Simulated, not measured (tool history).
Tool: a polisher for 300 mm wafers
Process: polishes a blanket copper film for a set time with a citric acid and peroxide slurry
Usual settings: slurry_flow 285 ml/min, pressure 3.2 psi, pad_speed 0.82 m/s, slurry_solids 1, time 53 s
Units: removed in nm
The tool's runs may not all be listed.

run	hour	slurry_flow	pressure	pad_speed	slurry_solids	time	wafers since the last listed run	wafers polished on this pad	hours since the slurry nozzle was cleaned	hours since the head pressure was calibrated	hours since the slurry blender was calibrated	incoming thickness of the incoming film, nm	removed
1	0	285	3.2	0.82	1	53	0	668	188.4	150.6	137.1	526.3	89.2
2	46.9	285	3.2	0.82	1	53	434	1103	235.3	197.5	184	527.8	88.1
# hour 60.7: slurry blender recalibrated
# hour 96.9: slurry nozzle cleaned
3	104.8	285	3.2	0.82	1	53	509	1612	7.9	255.4	44.1	525.1	92
# hour 184.5: worn pad replaced by a new one
4	192.7	285	3.2	0.82	1	53	777	76	95.8	343.3	132	533.8	89.9
# hour 255.7: head pressure recalibrated
5	264.5	285	3.2	0.82	1	53	647	723	167.6	8.8	203.8	533.2	89.2
# hour 285.3: slurry blender recalibrated
6	312.1	285	3.2	0.82	1	53	422	1146	215.2	56.4	26.8	527.6	89
7	344.4	285	3.2	0.82	1	53	299	1446	247.5	88.7	59.1	528.8	89.4
# hour 348: slurry nozzle cleaned
8	375.9	285	3.2	0.82	1	53	282	1728	27.9	120.2	90.6	530.7	90.9
9	427.7	285	3.2	0.82	1	53	480	2209	79.7	172	142.4	525.2	91
# hour 443.6: worn pad replaced by a new one
10	482.9	285	3.2	0.82	1	53	474	364	134.9	227.2	197.6	527	88.6
# hour 538.5: slurry blender recalibrated
11	547	285	3.2	0.82	1	53	575	940	199	291.3	8.5	533.2	88.3
12	573.8	285	3.2	0.82	1	53	248	1189	225.8	318.1	35.3	525.4	88.5
13	599.5	285	3.2	0.94	1	53	238	1427	251.5	343.8	61	530.6	98.7
# hour 646.2: slurry nozzle cleaned
# hour 647.5: worn pad replaced by a new one
14	648	285	3.2	0.82	1	53	428	4	1.8	392.3	109.5	519.3	91

Run 15 comes next. What will it give?
# hour 663.7: head pressure recalibrated
15	694.4	285	3.2	0.82	1	53	411	415	48.2	30.7	155.9	537.5	?

removed: 90.8 nm
Without the tool's hidden state the same run would have given removed 92 nm.

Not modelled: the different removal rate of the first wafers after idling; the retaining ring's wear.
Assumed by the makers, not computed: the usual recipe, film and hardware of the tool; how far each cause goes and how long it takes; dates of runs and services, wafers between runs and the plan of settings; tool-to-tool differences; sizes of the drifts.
